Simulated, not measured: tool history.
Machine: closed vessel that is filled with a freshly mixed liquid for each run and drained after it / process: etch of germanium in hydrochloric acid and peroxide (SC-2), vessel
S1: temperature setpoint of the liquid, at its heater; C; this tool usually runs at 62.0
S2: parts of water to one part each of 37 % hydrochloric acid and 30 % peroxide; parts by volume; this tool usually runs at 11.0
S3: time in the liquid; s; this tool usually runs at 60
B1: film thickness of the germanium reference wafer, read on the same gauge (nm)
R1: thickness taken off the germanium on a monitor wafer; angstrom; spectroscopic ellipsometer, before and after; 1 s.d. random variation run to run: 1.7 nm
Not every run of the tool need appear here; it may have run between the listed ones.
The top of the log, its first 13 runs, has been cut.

Run 14, hour 1321.7: usual settings; B1 151.28. Result: R1 2329.0 angstrom.
Run 15, hour 1359.3: usual settings but S1 58.5 C, S2 7.5 parts by volume, S3 90 s; B1 151.50. Result: R1 3242.5 angstrom.
Run 16, hour 1411.6: usual settings; B1 151.73. Result: R1 2306.7 angstrom.
Run 17, hour 1507.3: usual settings; B1 152.25. Result: R1 2318.1 angstrom.
Run 18, hour 1569.6: usual settings but S2 14.5 parts by volume, S3 85 s; B1 152.65. Result: R1 3122.2 angstrom.
Run 19, hour 1626.3: usual settings but S1 66.5 C; B1 153.01. Result: R1 2669.7 angstrom.
Run 20, hour 1671.7: usual settings; B1 153.31. Result: R1 2291.4 angstrom.
Run 21, hour 1766.5: usual settings; B1 154.05. Result: R1 2337.5 angstrom.
At hour 1861.5: new drum of peroxide connected.
Run 22, hour 1862.8: usual settings; B1 154.75. Result: R1 2347.4 angstrom.
Run 23, hour 1917.5: usual settings but S1 70.0 C, S2 16.0 parts by volume, S3 90 s; B1 155.26. Result: R1 4147.8 angstrom.
Run 24, hour 1965.0: usual settings but S1 68.0 C, S2 13.0 parts by volume, S3 40 s; B1 155.64. Result: R1 1861.3 angstrom.
At hour 2009.9: gauge calibrated.
Run 25, hour 2055.0: usual settings but S3 85 s; B1 148.78. Result: R1 3162.7 angstrom.
Run 26, hour 2145.5: usual settings; B1 148.82. Result: R1 2278.2 angstrom.
Run 27, hour 2203.7: usual settings but S1 65.0 C, S2 9.5 parts by volume; B1 148.87. Result: R1 2525.5 angstrom.
Run 28, hour 2308.1: usual settings but S1 55.5 C, S2 14.5 parts by volume, S3 30 s; B1 149.04. Result: R1 902.4 angstrom.
At hour 2373.4: thermometer replaced.
Run 29, hour 2389.4: usual settings but S1 72.0 C, S2 9.0 parts by volume, S3 80 s; B1 149.20. Result: R1 4126.0 angstrom.
Run 30, hour 2450.0: usual settings but S1 68.5 C, S2 14.5 parts by volume, S3 75 s; B1 149.38. Result: R1 3251.1 angstrom.
Run 31, hour 2533.9: usual settings but S1 58.5 C, S2 8.5 parts by volume, S3 75 s; B1 149.63. Result: R1 2622.4 angstrom.

Alternative continuations, all from the tool just after run 31; predict every row:
Run A, hour 2534.6: usual settings but S3 30 s; B1 ?. Result: R1 ?.
Run B, hour 2534.6: usual settings but S1 55.5 C, S2 13.0 parts by volume; B1 ?. Result: R1 ?.
Run C, hour 2534.6: usual settings but S1 56.0 C, S2 13.0 parts by volume, S3 35 s; B1 ?. Result: R1 ?.

run      B1      R1
  A  149.61  1144.2
  B  149.61  1849.4
  C  149.61  1095.1
With the hidden condition removed and each run's random variation left untouched, the same runs would have given:
run      R1
  A  1146.8
  B  1853.8
  C  1097.6
